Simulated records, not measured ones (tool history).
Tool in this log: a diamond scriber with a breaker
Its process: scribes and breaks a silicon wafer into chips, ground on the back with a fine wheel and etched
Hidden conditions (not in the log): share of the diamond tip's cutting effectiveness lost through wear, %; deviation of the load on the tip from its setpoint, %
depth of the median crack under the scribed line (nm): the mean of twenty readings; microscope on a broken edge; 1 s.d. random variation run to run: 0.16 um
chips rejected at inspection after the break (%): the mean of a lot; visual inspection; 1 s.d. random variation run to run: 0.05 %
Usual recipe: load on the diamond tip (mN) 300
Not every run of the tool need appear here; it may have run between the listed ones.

run,hour,load on the diamond tip (mN),wafers since the last listed run,hours since the diamond tip was replaced,hours since the load on the tip was calibrated,"incoming depth of the damage left on the back of the incoming wafer, um",depth of the median crack under the scribed line (nm),chips rejected at inspection after the break (%)
1,0.0,300,0,0.3,767.4,0.66,9960,1.58
2,22.8,262,41,23.1,790.2,0.76,9130,3.02
3,36.4,262,24,36.7,803.8,0.59,9470,3.18
4,51.2,262,26,51.5,818.6,0.34,9040,3.22
5,73.1,371,39,73.4,840.5,0.61,10660,2.71
6,88.9,300,28,89.2,856.3,0.46,9840,1.81
7,114.6,338,46,114.9,882.0,0.31,10520,1.71
8,141.4,254,48,141.7,908.8,0.50,8910,4.32
9,157.5,254,29,157.8,924.9,0.64,8720,4.94
10,183.0,255,45,183.3,950.4,0.38,8800,4.99
11,200.5,300,31,200.8,967.9,0.35,9730,2.16
12,231.3,300,55,231.6,998.7,0.71,9640,2.30
13,266.3,232,63,266.6,1033.7,0.68,8370,8.08
14,284.3,232,32,284.6,1051.7,0.62,8250,8.53
15,301.7,300,31,302.0,1069.1,0.51,9360,2.67
16,336.9,300,63,337.2,1104.3,0.49,9650,2.83
17,361.0,300,43,361.3,1128.4,0.54,9130,2.87
18,373.0,300,21,373.3,1140.4,0.52,9170,3.04
19,385.2,364,22,385.5,1152.6,0.54,10110,1.55
20,404.5,364,34,404.8,1171.9,0.40,10230,1.63
21,426.6,384,39,426.9,1194.0,0.47,10360,1.75
22,449.3,227,40,449.6,1216.7,0.45,7950,11.79
23,470.4,250,38,470.7,1237.8,0.32,8150,8.77
# hour 475.0: load on the tip recalibrated
24,490.1,260,31,490.4,15.1,0.58,8500,8.13
25,505.7,300,28,506.0,30.7,0.44,8920,4.20
# hour 518.6: diamond tip replaced by a new one
26,530.8,300,41,12.2,55.8,0.78,7900,10.46
27,566.0,331,63,47.4,91.0,0.50,8520,7.23
28,584.7,249,33,66.1,109.7,0.35,7220,19.47
29,617.8,332,59,99.2,142.8,0.48,8170,8.68
30,631.3,386,24,112.7,156.3,0.62,8920,4.17
31,648.9,345,31,130.3,173.9,0.76,8350,7.95
32,671.2,300,40,152.6,196.2,0.41,7880,12.85
33,688.5,254,31,169.9,213.5,0.77,7130,21.75
# hour 707.7: diamond tip replaced by a new one, repeated, since the last time left the tool worse
34,724.0,347,60,16.3,249.0,0.61,10520,2.41
35,747.0,242,41,39.3,272.0,0.78,9050,4.27
36,777.0,332,54,69.3,302.0,0.40,10440,1.73
37,789.1,300,21,81.4,314.1,0.63,10070,1.63
38,870.6,388,147,162.9,395.6,0.39,11090,3.50
39,893.2,300,40,185.5,418.2,0.60,9660,1.93
40,914.9,269,39,207.2,439.9,0.63,8860,3.56
41,933.8,258,34,226.1,458.8,0.65,9100,4.45

Here are 5 independent what-if runs from the current tool condition. What would each one return?
A,934.5,387,1,226.8,459.5,0.39,?,?
B,934.5,333,1,226.8,459.5,0.39,?,?
C,934.5,359,1,226.8,459.5,0.39,?,?
D,934.5,211,1,226.8,459.5,0.39,?,?
E,934.5,349,1,226.8,459.5,0.39,?,?

run,depth of the median crack under the scribed line (nm),chips rejected at inspection after the break (%)
A,10830,2.86
B,10030,1.55
C,10420,1.91
D,8060,10.11
E,10270,1.71
The same runs, with their run-to-run variation unchanged, on a tool lacking any hidden condition would have given:
run,depth of the median crack under the scribed line (nm),chips rejected at inspection after the break (%)
A,11370,4.81
B,10520,2.09
C,10930,3.16
D,8460,6.80
E,10770,2.69

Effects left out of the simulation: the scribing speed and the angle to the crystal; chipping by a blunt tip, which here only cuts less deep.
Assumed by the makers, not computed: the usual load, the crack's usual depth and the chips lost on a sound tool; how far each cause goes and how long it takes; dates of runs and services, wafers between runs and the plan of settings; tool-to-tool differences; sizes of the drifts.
